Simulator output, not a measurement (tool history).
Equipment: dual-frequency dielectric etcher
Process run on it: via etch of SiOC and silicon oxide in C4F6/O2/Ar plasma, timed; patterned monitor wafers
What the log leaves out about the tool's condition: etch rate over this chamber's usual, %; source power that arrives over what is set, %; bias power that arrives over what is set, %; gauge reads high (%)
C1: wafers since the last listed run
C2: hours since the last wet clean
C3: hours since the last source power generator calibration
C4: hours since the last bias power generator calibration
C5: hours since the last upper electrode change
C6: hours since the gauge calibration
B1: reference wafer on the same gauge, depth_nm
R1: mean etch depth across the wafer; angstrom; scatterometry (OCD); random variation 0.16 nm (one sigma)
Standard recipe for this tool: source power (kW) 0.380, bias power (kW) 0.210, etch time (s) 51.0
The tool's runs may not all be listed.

{"run": 1, "hour": 0.0, "source power (kW)": 0.38, "bias power (kW)": 0.21, "etch time (s)": 51.0, "C1": 0, "C2": 159.2, "C3": 2367.6, "C4": 4372.1, "C5": 3222.3, "C6": 872.5, "B1": 52.9, "R1": 644}
{"run": 2, "hour": 36.3, "source power (kW)": 0.38, "bias power (kW)": 0.21, "etch time (s)": 51.0, "C1": 604, "C2": 195.5, "C3": 2403.9, "C4": 4408.4, "C5": 3258.6, "C6": 908.8, "B1": 52.9, "R1": 644}
{"run": 3, "hour": 55.1, "source power (kW)": 0.35, "bias power (kW)": 0.21, "etch time (s)": 51.0, "C1": 313, "C2": 214.3, "C3": 2422.7, "C4": 4427.2, "C5": 3277.4, "C6": 927.6, "B1": 53.0, "R1": 626}
{"run": 4, "hour": 75.1, "source power (kW)": 0.35, "bias power (kW)": 0.21, "etch time (s)": 51.0, "C1": 333, "C2": 234.3, "C3": 2442.7, "C4": 4447.2, "C5": 3297.4, "C6": 947.6, "B1": 52.9, "R1": 624}
{"run": 5, "hour": 99.2, "source power (kW)": 0.42, "bias power (kW)": 0.18, "etch time (s)": 51.0, "C1": 401, "C2": 258.4, "C3": 2466.8, "C4": 4471.3, "C5": 3321.5, "C6": 971.7, "B1": 52.9, "R1": 627}
{"run": 6, "hour": 114.2, "source power (kW)": 0.42, "bias power (kW)": 0.18, "etch time (s)": 51.0, "C1": 249, "C2": 273.4, "C3": 2481.8, "C4": 4486.3, "C5": 3336.5, "C6": 986.7, "B1": 53.0, "R1": 625}
{"run": 7, "hour": 146.3, "source power (kW)": 0.42, "bias power (kW)": 0.18, "etch time (s)": 51.0, "C1": 534, "C2": 305.5, "C3": 2513.9, "C4": 4518.4, "C5": 3368.6, "C6": 1018.8, "B1": 52.9, "R1": 623}
{"run": 8, "hour": 158.6, "source power (kW)": 0.44, "bias power (kW)": 0.21, "etch time (s)": 51.0, "C1": 204, "C2": 317.8, "C3": 2526.2, "C4": 4530.7, "C5": 3380.9, "C6": 1031.1, "B1": 52.9, "R1": 671}
{"run": 9, "hour": 192.2, "source power (kW)": 0.38, "bias power (kW)": 0.21, "etch time (s)": 51.0, "C1": 559, "C2": 351.4, "C3": 2559.8, "C4": 4564.3, "C5": 3414.5, "C6": 1064.7, "B1": 52.9, "R1": 640}
{"run": 10, "hour": 225.2, "source power (kW)": 0.48, "bias power (kW)": 0.237, "etch time (s)": 36.0, "C1": 549, "C2": 384.4, "C3": 2592.8, "C4": 4597.3, "C5": 3447.5, "C6": 1097.7, "B1": 52.9, "R1": 510}
{"hour": 247.8, "done": "source power generator calibrated"}
{"run": 11, "hour": 254.4, "source power (kW)": 0.38, "bias power (kW)": 0.21, "etch time (s)": 51.0, "C1": 419, "C2": 413.6, "C3": 6.6, "C4": 4626.5, "C5": 3476.7, "C6": 1126.9, "B1": 52.9, "R1": 635}
{"hour": 284.4, "done": "wet clean of the chamber"}
{"run": 12, "hour": 284.9, "source power (kW)": 0.42, "bias power (kW)": 0.21, "etch time (s)": 60.5, "C1": 108, "C2": 0.5, "C3": 37.1, "C4": 4657.0, "C5": 3507.2, "C6": 1157.4, "B1": 53.0, "R1": 800}
{"run": 13, "hour": 311.2, "source power (kW)": 0.38, "bias power (kW)": 0.23, "etch time (s)": 51.0, "C1": 438, "C2": 26.8, "C3": 63.4, "C4": 4683.3, "C5": 3533.5, "C6": 1183.7, "B1": 52.8, "R1": 675}
{"run": 14, "hour": 330.1, "source power (kW)": 0.38, "bias power (kW)": 0.21, "etch time (s)": 51.0, "C1": 314, "C2": 45.7, "C3": 82.3, "C4": 4702.2, "C5": 3552.4, "C6": 1202.6, "B1": 52.9, "R1": 652}
{"run": 15, "hour": 342.4, "source power (kW)": 0.38, "bias power (kW)": 0.21, "etch time (s)": 51.0, "C1": 204, "C2": 58.0, "C3": 94.6, "C4": 4714.5, "C5": 3564.7, "C6": 1214.9, "B1": 52.9, "R1": 652}
{"hour": 360.6, "done": "gauge calibrated"}
{"run": 16, "hour": 365.3, "source power (kW)": 0.32, "bias power (kW)": 0.251, "etch time (s)": 51.0, "C1": 381, "C2": 80.9, "C3": 117.5, "C4": 4737.4, "C5": 3587.6, "C6": 4.7, "B1": 52.9, "R1": 657}
{"run": 17, "hour": 388.0, "source power (kW)": 0.31, "bias power (kW)": 0.195, "etch time (s)": 57.0, "C1": 378, "C2": 103.6, "C3": 140.2, "C4": 4760.1, "C5": 3610.3, "C6": 27.4, "B1": 52.9, "R1": 656}
{"hour": 406.2, "done": "bias power generator calibrated"}
{"run": 18, "hour": 407.0, "source power (kW)": 0.43, "bias power (kW)": 0.21, "etch time (s)": 51.0, "C1": 249, "C2": 122.6, "C3": 159.2, "C4": 0.8, "C5": 3629.3, "C6": 46.4, "B1": 52.9, "R1": 677}
{"run": 19, "hour": 422.5, "source power (kW)": 0.29, "bias power (kW)": 0.237, "etch time (s)": 60.0, "C1": 258, "C2": 138.1, "C3": 174.7, "C4": 16.3, "C5": 3644.8, "C6": 61.9, "B1": 52.9, "R1": 729}
{"hour": 459.0, "done": "upper electrode replaced"}
{"run": 20, "hour": 459.5, "source power (kW)": 0.31, "bias power (kW)": 0.161, "etch time (s)": 41.5, "C1": 216, "C2": 175.1, "C3": 211.7, "C4": 53.3, "C5": 0.5, "C6": 98.9, "B1": 52.9, "R1": 442}
{"run": 21, "hour": 464.6, "source power (kW)": 0.35, "bias power (kW)": 0.21, "etch time (s)": 41.5, "C1": 84, "C2": 180.2, "C3": 216.8, "C4": 58.4, "C5": 5.6, "C6": 104.0, "B1": 52.9, "R1": 512}
{"run": 22, "hour": 490.3, "source power (kW)": 0.35, "bias power (kW)": 0.21, "etch time (s)": 51.0, "C1": 428, "C2": 205.9, "C3": 242.5, "C4": 84.1, "C5": 31.3, "C6": 129.7, "B1": 53.0, "R1": 629}
{"run": 23, "hour": 523.0, "source power (kW)": 0.45, "bias power (kW)": 0.246, "etch time (s)": 51.0, "C1": 544, "C2": 238.6, "C3": 275.2, "C4": 116.8, "C5": 64.0, "C6": 162.4, "B1": 53.0, "R1": 726}
{"run": 24, "hour": 554.9, "source power (kW)": 0.38, "bias power (kW)": 0.21, "etch time (s)": 51.0, "C1": 531, "C2": 270.5, "C3": 307.1, "C4": 148.7, "C5": 95.9, "C6": 194.3, "B1": 52.9, "R1": 642}
{"run": 25, "hour": 580.3, "source power (kW)": 0.3, "bias power (kW)": 0.21, "etch time (s)": 39.5, "C1": 423, "C2": 295.9, "C3": 332.5, "C4": 174.1, "C5": 121.3, "C6": 219.7, "B1": 52.9, "R1": 458}
{"run": 26, "hour": 606.3, "source power (kW)": 0.38, "bias power (kW)": 0.21, "etch time (s)": 51.0, "C1": 433, "C2": 321.9, "C3": 358.5, "C4": 200.1, "C5": 147.3, "C6": 245.7, "B1": 52.9, "R1": 640}
{"run": 27, "hour": 626.4, "source power (kW)": 0.35, "bias power (kW)": 0.167, "etch time (s)": 61.0, "C1": 334, "C2": 342.0, "C3": 378.6, "C4": 220.2, "C5": 167.4, "C6": 265.8, "B1": 52.9, "R1": 682}
{"run": 28, "hour": 657.5, "source power (kW)": 0.38, "bias power (kW)": 0.21, "etch time (s)": 51.0, "C1": 518, "C2": 373.1, "C3": 409.7, "C4": 251.3, "C5": 198.5, "C6": 296.9, "B1": 52.8, "R1": 636}
{"run": 29, "hour": 680.2, "source power (kW)": 0.38, "bias power (kW)": 0.167, "etch time (s)": 60.5, "C1": 378, "C2": 395.8, "C3": 432.4, "C4": 274.0, "C5": 221.2, "C6": 319.6, "B1": 52.9, "R1": 692}
{"hour": 706.3, "done": "wet clean of the chamber"}
{"run": 30, "hour": 706.8, "source power (kW)": 0.38, "bias power (kW)": 0.21, "etch time (s)": 51.0, "C1": 43, "C2": 0.5, "C3": 459.0, "C4": 300.6, "C5": 247.8, "C6": 346.2, "B1": 52.9, "R1": 653}
{"run": 31, "hour": 733.8, "source power (kW)": 0.47, "bias power (kW)": 0.17, "etch time (s)": 66.5, "C1": 449, "C2": 27.5, "C3": 486.0, "C4": 327.6, "C5": 274.8, "C6": 373.2, "B1": 52.9, "R1": 840}

Below, some changes in R1 between adjacent runs. For each, the amount present without the hidden state too (settings, incoming material, random variation) and the amount remaining for the hidden state with gauge scatter not shared by both compared results:
Run 11 -> 12: source power (kW) 0.380 -> 0.420, etch time (s) 51.0 -> 60.5, wet clean of the chamber. R1 +165 angstrom: hidden state +19, all else +146.
Run 19 -> 20: source power (kW) 0.290 -> 0.310, bias power (kW) 0.237 -> 0.161, etch time (s) 60.0 -> 41.5, upper electrode replaced. R1 -287 angstrom: hidden state +1, all else -288.
Run 24 -> 25: source power (kW) 0.380 -> 0.300, etch time (s) 51.0 -> 39.5. R1 -184 angstrom: hidden state +3, all else -187.
Run 25 -> 26: source power (kW) 0.300 -> 0.380, etch time (s) 39.5 -> 51.0. R1 +182 angstrom: hidden state -5, all else +187.
Run 29 -> 30: bias power (kW) 0.167 -> 0.210, etch time (s) 60.5 -> 51.0, wet clean of the chamber. R1 -39 angstrom: hidden state +15, all else -54.
Run 30 -> 31: source power (kW) 0.380 -> 0.470, bias power (kW) 0.210 -> 0.170, etch time (s) 51.0 -> 66.5. R1 +187 angstrom: hidden state -1, all else +188.
